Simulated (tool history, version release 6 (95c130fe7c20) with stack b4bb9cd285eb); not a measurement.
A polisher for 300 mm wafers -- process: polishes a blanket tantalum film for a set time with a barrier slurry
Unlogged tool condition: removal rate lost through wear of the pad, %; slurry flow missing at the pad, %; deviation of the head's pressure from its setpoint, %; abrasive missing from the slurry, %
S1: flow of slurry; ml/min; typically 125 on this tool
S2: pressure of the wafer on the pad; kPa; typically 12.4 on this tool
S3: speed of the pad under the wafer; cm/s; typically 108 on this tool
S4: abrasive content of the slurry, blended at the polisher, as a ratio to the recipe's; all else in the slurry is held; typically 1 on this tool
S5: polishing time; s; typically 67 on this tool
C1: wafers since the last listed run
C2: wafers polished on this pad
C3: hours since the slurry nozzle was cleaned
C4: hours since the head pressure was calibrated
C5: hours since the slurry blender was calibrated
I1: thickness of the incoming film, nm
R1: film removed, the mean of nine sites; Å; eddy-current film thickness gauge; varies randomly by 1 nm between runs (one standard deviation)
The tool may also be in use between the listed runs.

run,day,S1,S2,S3,S4,S5,C1,C2,C3,C4,C5,I1,R1
1,0,90,12.4,108,1,67,0,1036,444.5,710.3,22.3,399.4,857
# day 1.204: worn pad replaced by a new one
2,1.288,90,12.4,108,1,67,234,17,475.4,741.2,53.2,401.7,853
3,2.208,125,12.4,108,1,67,192,209,497.5,763.3,75.3,400.4,923
4,3.388,125,12.4,108,0.85,67,246,456,525.8,791.6,103.6,400.5,834
5,4.308,125,12.4,108,0.85,67,192,648,547.9,813.7,125.7,397.4,823
6,4.883,125,12.4,108,1,67,120,768,561.7,827.5,139.5,396,866
7,6.067,125,12.4,108,1,67,247,1016,590.1,855.9,167.9,393.5,848
8,6.825,125,12.4,108,1,67,158,1174,608.3,874.1,186.1,399.5,847
# day 8.067: worn pad replaced by a new one
9,8.204,125,12.4,108,1,58,253,28,641.4,907.2,219.2,407.2,713
10,9.05,125,12.4,108,1,58,176,205,661.7,927.5,239.5,400.6,694
11,9.858,125,12.4,108,1,67,169,374,681.1,946.9,258.9,403.2,804
12,10.446,125,12.4,108,1,67,122,497,695.2,961,273,407.6,801
# day 10.962: slurry blender recalibrated
13,11.654,125,12.4,108,1,67,235,732,724.2,990,16.6,402.8,881
14,12.308,125,14.5,74,1.25,67,136,869,739.9,1005.7,32.3,400.2,748
15,13.104,125,14.5,74,1.25,67,166,1036,759,1024.8,51.4,394.4,731
# day 13.646: worn pad replaced by a new one
16,14.296,125,12.4,108,1,67,214,135,787.6,1053.4,80,398.9,847
17,15.596,85,12.4,140,1,55,271,407,818.8,1084.6,111.2,396.9,849
18,16.129,105,11,108,1.1,52,111,519,831.6,1097.4,124,399.1,577
# day 16.358: slurry nozzle cleaned
19,17.612,125,12.4,108,1,67,301,820,30.1,1133,159.6,398,893
# day 17.829: head pressure recalibrated
20,18.788,125,12.4,72,1,78,228,1048,58.3,23,187.8,398.4,678
# day 19.921: worn pad replaced by a new one
21,19.942,150,12.4,108,0.85,67,206,4,86,50.7,215.5,395.3,784
22,20.958,105,14.5,108,1.25,77,212,217,110.4,75.1,239.9,400.1,1190
23,21.75,125,12.4,108,1,67,165,382,129.4,94.1,258.9,400.2,819
24,22.621,125,12.4,108,1,67,182,564,150.3,115,279.8,395.8,794
25,23.192,145,12.4,134,1.3,67,119,683,164,128.7,293.5,398,1113
26,24.017,155,16.5,128,1,84,172,856,183.8,148.5,313.3,405.5,1553
# day 24.383: slurry blender recalibrated
27,24.633,125,12.4,108,1.25,67,111,968,198.6,163.3,6,402.7,978
28,25.288,125,11,86,1.15,67,136,1104,214.3,179,21.7,397.3,671
# day 26.029: worn pad replaced by a new one
29,26.292,125,12.4,108,1,67,175,55,238.4,203.1,45.8,402.2,903

Describe how what the log doesn't record of the tool's condition differs between the last listed run preceding each entry between runs and the first listed run following it.
Run 1 -> run 2: worn pad replaced by a new one (day 1.204)
  slurry flow missing at the pad, %: 13.2 -> 14.9; abrasive missing from the slurry, %: 1.32 -> 1.98
  the result without the hidden state subtracted from the measured one, R1: -25 -> -30 Å
Run 8 -> run 9: worn pad replaced by a new one (day 8.067)
  slurry flow missing at the pad, %: 23.5 -> 26; abrasive missing from the slurry, %: 11 -> 14.8
  the result without the hidden state subtracted from the measured one, R1: -74 -> -82 Å
Run 12 -> run 13: slurry blender recalibrated (day 10.962)
  slurry flow missing at the pad, %: 30.3 -> 32.7; abrasive missing from the slurry, %: 22.3 -> 3.94
  the result without the hidden state subtracted from the measured one, R1: -141 -> -64 Å
Run 15 -> run 16: worn pad replaced by a new one (day 13.646)
  slurry flow missing at the pad, %: 35.8 -> 38.4; abrasive missing from the slurry, %: 4.61 -> 5.68
  the result without the hidden state subtracted from the measured one, R1: -58 -> -80 Å
Run 18 -> run 19: slurry nozzle cleaned (day 16.358)
  slurry flow missing at the pad, %: 42.7 -> 8.31; abrasive missing from the slurry, %: 8.23 -> 11.1
  the result without the hidden state subtracted from the measured one, R1: -72 -> -55 Å
Run 19 -> run 20: head pressure recalibrated (day 17.829)
  slurry flow missing at the pad, %: 8.31 -> 8.46; abrasive missing from the slurry, %: 11.1 -> 13.9
  the result without the hidden state subtracted from the measured one, R1: -55 -> -52 Å
Run 20 -> run 21: worn pad replaced by a new one (day 19.921)
  slurry flow missing at the pad, %: 8.46 -> 8.7; abrasive missing from the slurry, %: 13.9 -> 17
  the result without the hidden state subtracted from the measured one, R1: -52 -> -85 Å
Run 26 -> run 27: slurry blender recalibrated (day 24.383)
  slurry flow missing at the pad, %: 10.3 -> 10.6; abrasive missing from the slurry, %: 31.7 -> 3.59
  the result without the hidden state subtracted from the measured one, R1: -343 -> -26 Å
Run 28 -> run 29: worn pad replaced by a new one (day 26.029)
  slurry flow missing at the pad, %: 11 -> 11.6; abrasive missing from the slurry, %: 3.71 -> 4.17
  the result without the hidden state subtracted from the measured one, R1: -19 -> -30 Å
